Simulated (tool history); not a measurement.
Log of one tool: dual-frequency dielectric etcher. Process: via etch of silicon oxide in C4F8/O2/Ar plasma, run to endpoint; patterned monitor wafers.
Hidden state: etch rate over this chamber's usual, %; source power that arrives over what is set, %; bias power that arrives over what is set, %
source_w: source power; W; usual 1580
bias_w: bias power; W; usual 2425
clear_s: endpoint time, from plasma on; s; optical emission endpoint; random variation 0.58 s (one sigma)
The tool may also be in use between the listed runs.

run,hour,source_w,bias_w,wafers since the last listed run,hours since the last wet clean,hours since the last source power generator calibration,hours since the last bias power generator calibration,hours since the last upper electrode change,"incoming incoming film thickness, nm",clear_s
1,0,1580,2425,0,475.2,1662.7,4993.9,4864.6,780.4,169.5
2,16.1,1580,2425,120,491.3,1678.8,5010,4880.7,777.8,169.8
3,29.3,1580,2425,98,504.5,1692,5023.2,4893.9,783.3,169.5
4,58,1340,2425,214,533.2,1720.7,5051.9,4922.6,786.8,181
5,65.6,1580,2895,56,540.8,1728.3,5059.5,4930.2,776.1,162.3
6,74.4,1580,2895,65,549.6,1737.1,5068.3,4939,776.4,162.6
7,82.4,1580,2425,59,557.6,1745.1,5076.3,4947,773,167.5
# hour 88: source power generator calibrated
8,89,1580,2425,19,564.2,1,5082.9,4953.6,775.6,168.2
# hour 115.7: upper electrode replaced, of another model than before
# hour 124.2: wet clean of the chamber
9,124.7,1580,2425,23,0.5,36.7,5118.6,9,779.2,178.2
10,125.1,1580,2425,2,0.9,37.1,5119,9.4,777.4,178.3
11,125.5,1580,1968,2,1.3,37.5,5119.4,9.8,780.1,181.5

Forecast run 12:
12,135,1260,1914,70,10.8,47,5128.9,19.3,780.5,?

clear_s: 212.7 s
Without the tool's hidden state the same run would have given clear_s 212.1 s.
